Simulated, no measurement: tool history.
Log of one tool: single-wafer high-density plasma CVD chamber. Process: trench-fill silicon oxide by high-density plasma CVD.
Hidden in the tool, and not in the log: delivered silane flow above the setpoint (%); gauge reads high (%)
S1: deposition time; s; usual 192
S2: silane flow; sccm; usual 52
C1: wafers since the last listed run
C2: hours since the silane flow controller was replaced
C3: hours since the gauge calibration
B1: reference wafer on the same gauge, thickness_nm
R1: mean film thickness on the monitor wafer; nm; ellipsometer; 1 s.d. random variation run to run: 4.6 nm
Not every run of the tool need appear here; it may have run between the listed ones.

run     day   S1  S2    C1      C2      C3        B1        R1
  1       0  192  52     0  2867.8    1317  1058.105   953.057
  2   1.654  192  52   370  2907.5  1356.7  1058.555   943.939
  3   3.075  192  52   318  2941.6  1390.8  1058.949   948.619
  4   6.017  192  52   659  3012.2  1461.4  1056.596   946.476
  5   8.225  192  52   495  3065.2  1514.4  1060.428   944.668
  6   9.662  192  52   322  3099.7  1548.9  1061.835   938.476
     10.888  -- gauge calibrated
  7  15.879  192  52  1393  3248.9   119.8  1059.169   940.899
  8  18.442  192  52   574  3310.4   181.3  1058.464    943.42
  9  20.171  192  52   387  3351.9   222.8  1057.932   944.067
 10  21.346  192  52   263  3380.1     251  1063.085   947.005
 11  27.946  215  52  1479  3538.5   409.4  1060.941  1057.484
 12  29.625  215  52   376  3578.8   449.7  1058.885  1058.354
     31.775  -- silane flow controller replaced
 13  32.596  215  52   591    19.7     521   1059.66  1124.751
 14  35.433  192  49   636    87.8   589.1  1060.583   943.659
 15  38.062  192  49   589   150.9   652.2  1056.813   946.665
 16  39.325  192  49   283   181.2   682.5  1060.452   947.549
 17  44.154  192  52  1082   297.1   798.4  1062.811   993.337
 18  45.717  192  52   350   334.6   835.9  1061.308   981.674
 19  47.083  177  50   306   367.4   868.7  1061.105   876.861
 20  48.429  177  50   301   399.7     901  1059.838   875.237
 21  50.067  192  52   367     439   940.3  1058.653   984.418
 22  51.254  169  58   266   467.5   968.8   1058.37   955.809
 23  52.621  216  57   306   500.3  1001.6  1060.594  1203.903
 24  54.083  192  46   327   535.4  1036.7  1060.307   884.428
 25  56.575  230  58   558   595.2  1096.5  1059.048  1297.096
 26  58.221  176  49   369   634.7    1136   1063.07   856.039
 27  60.704  169  58   556   694.3  1195.6  1061.501    957.78
 28  62.933  213  48   499   747.8  1249.1  1059.832  1015.084
 29  64.696  192  52   395   790.1  1291.4  1059.798   976.548
 30  66.671  154  44   442   837.5  1338.8  1060.769   668.997
     67.217  -- gauge calibrated
 31  68.712  176  55   457   886.5    35.9  1060.691   935.074
 32  70.938  172  52   498   939.9    89.3  1059.362   869.693
 33  73.846  213  52   652  1009.7   159.1  1061.181  1075.989
 34  76.296  192  52   549  1068.5   217.9  1058.294   959.533
 35  78.517  192  52   497  1121.8   271.2   1059.06   971.213
 36  81.042  178  48   566  1182.4   331.8  1061.391   841.143
 37   82.65  203  49   360    1221   370.4  1062.038   971.511
 38    85.4  192  60   616    1287   436.4  1061.416   1100.06
 39  87.079  192  44   376  1327.3   476.7  1061.884   832.745
 40  88.708  213  58   365  1366.4   515.8  1058.845  1186.944
 41  91.329  158  46   587  1429.3   578.7  1058.488   707.461

What was the tool's hidden state at every run in the log?
gauge reads high (%): 0, the same for each run
H1: delivered silane flow above the setpoint (%)
run      H1
  1   -6.32
  2   -6.34
  3   -6.36
  4    -6.4
  5   -6.42
  6   -6.44
  7    -6.5
  8   -6.52
  9   -6.54
 10   -6.55
 11    -6.6
 12   -6.62
 13  -0.308
 14  -0.625
 15  -0.905
 16   -1.03
 17    -1.5
 18   -1.65
 19   -1.77
 20   -1.88
 21   -2.02
 22   -2.12
 23   -2.23
 24   -2.35
 25   -2.53
 26   -2.65
 27   -2.83
 28   -2.98
 29   -3.09
 30   -3.21
 31   -3.34
 32   -3.46
 33   -3.62
 34   -3.75
 35   -3.86
 36   -3.99
 37   -4.06
 38   -4.18
 39   -4.25
 40   -4.32
 41   -4.43
